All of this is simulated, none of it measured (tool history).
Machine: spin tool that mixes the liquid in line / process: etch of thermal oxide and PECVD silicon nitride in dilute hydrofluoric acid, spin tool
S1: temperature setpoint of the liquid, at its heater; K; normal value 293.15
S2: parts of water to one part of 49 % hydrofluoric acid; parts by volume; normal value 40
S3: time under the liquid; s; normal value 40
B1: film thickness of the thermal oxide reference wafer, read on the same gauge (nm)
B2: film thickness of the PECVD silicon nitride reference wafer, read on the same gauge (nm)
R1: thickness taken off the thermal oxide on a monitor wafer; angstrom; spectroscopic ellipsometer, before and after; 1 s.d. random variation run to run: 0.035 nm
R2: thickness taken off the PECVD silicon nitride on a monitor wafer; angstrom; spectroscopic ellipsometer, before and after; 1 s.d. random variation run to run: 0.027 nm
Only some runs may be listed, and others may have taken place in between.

run 1 day=0.000 | S1=293.15 S2=40 S3=40 | B1=80.015 B2=39.978 | R1=39.86 R2=10.50
-- day=2.388 gauge calibrated
run 2 day=2.508 | S1=293.15 S2=40 S3=40 | B1=79.996 B2=39.977 | R1=39.82 R2=10.13
-- day=8.842 hydrofluoric acid flow meter replaced
run 3 day=9.417 | S1=293.15 S2=40 S3=40 | B1=79.931 B2=39.991 | R1=39.48 R2=10.42
run 4 day=16.158 | S1=293.15 S2=40 S3=40 | B1=80.026 B2=40.016 | R1=39.49 R2=10.56
run 5 day=17.279 | S1=293.15 S2=40 S3=40 | B1=79.970 B2=40.022 | R1=39.33 R2=10.34
run 6 day=19.375 | S1=293.15 S2=40 S3=40 | B1=80.063 B2=40.031 | R1=39.32 R2=10.08
run 7 day=21.754 | S1=293.15 S2=40 S3=40 | B1=80.023 B2=40.002 | R1=39.69 R2=10.69
run 8 day=24.362 | S1=290.15 S2=40 S3=40 | B1=80.047 B2=39.984 | R1=34.20 R2=8.50
run 9 day=25.925 | S1=295.15 S2=20 S3=40 | B1=80.022 B2=40.005 | R1=86.02 R2=23.64
run 10 day=28.750 | S1=290.15 S2=30 S3=60 | B1=79.997 B2=39.974 | R1=69.61 R2=16.14
run 11 day=31.454 | S1=293.15 S2=40 S3=40 | B1=79.972 B2=40.003 | R1=38.87 R2=10.54
run 12 day=34.142 | S1=293.15 S2=30 S3=40 | B1=80.015 B2=40.016 | R1=52.21 R2=13.76
-- day=34.821 hydrofluoric acid flow meter replaced
run 13 day=35.317 | S1=293.15 S2=40 S3=40 | B1=79.986 B2=40.031 | R1=38.33 R2=10.41
run 14 day=38.208 | S1=293.15 S2=40 S3=40 | B1=79.991 B2=39.976 | R1=38.68 R2=10.27
run 15 day=40.750 | S1=293.15 S2=40 S3=40 | B1=80.028 B2=39.948 | R1=38.65 R2=10.56
-- day=41.446 thermometer replaced
run 16 day=42.154 | S1=293.15 S2=40 S3=40 | B1=80.000 B2=40.001 | R1=41.56 R2=11.81
run 17 day=43.238 | S1=293.15 S2=40 S3=35 | B1=80.037 B2=39.979 | R1=36.97 R2=9.84
run 18 day=44.421 | S1=293.15 S2=40 S3=40 | B1=79.984 B2=40.012 | R1=41.30 R2=11.73
run 19 day=45.446 | S1=297.65 S2=55 S3=55 | B1=79.992 B2=40.013 | R1=49.77 R2=16.15
run 20 day=46.775 | S1=293.15 S2=40 S3=60 | B1=79.978 B2=39.975 | R1=62.31 R2=16.79
run 21 day=48.612 | S1=293.15 S2=40 S3=40 | B1=79.996 B2=39.993 | R1=42.10 R2=11.97
run 22 day=49.750 | S1=297.65 S2=25 S3=55 | B1=79.980 B2=40.012 | R1=113.28 R2=33.84
run 23 day=52.338 | S1=293.15 S2=20 S3=40 | B1=80.036 B2=39.998 | R1=85.09 R2=21.77
run 24 day=54.271 | S1=296.15 S2=55 S3=15 | B1=80.006 B2=39.993 | R1=12.59 R2=3.90
run 25 day=56.571 | S1=293.15 S2=50 S3=40 | B1=80.005 B2=40.001 | R1=32.64 R2=8.84
run 26 day=57.767 | S1=293.15 S2=60 S3=60 | B1=79.931 B2=40.020 | R1=40.37 R2=11.36

What if the next run were any one of these 4? Each begins from the tool's condition after run 26:
run A day=57.783 | S1=293.15 S2=40 S3=40 | B1=? B2=? | R1=? R2=?
run B day=57.783 | S1=291.15 S2=35 S3=15 | B1=? B2=? | R1=? R2=?
run C day=57.783 | S1=291.65 S2=40 S3=15 | B1=? B2=? | R1=? R2=?
run D day=57.783 | S1=297.15 S2=50 S3=40 | B1=? B2=? | R1=? R2=?

run=A B1=80.032 B2=39.992 R1=41.32 R2=10.80
run=B B1=80.032 B2=39.992 R1=16.33 R2=4.00
run=C B1=80.032 B2=39.992 R1=14.52 R2=3.64
run=D B1=80.032 B2=39.992 R1=38.64 R2=11.45
Without the tool's hidden state the same runs would have given:
run=A R1=42.31 R2=11.22
run=B R1=16.73 R2=4.16
run=C R1=14.87 R2=3.79
run=D R1=39.53 R2=11.88

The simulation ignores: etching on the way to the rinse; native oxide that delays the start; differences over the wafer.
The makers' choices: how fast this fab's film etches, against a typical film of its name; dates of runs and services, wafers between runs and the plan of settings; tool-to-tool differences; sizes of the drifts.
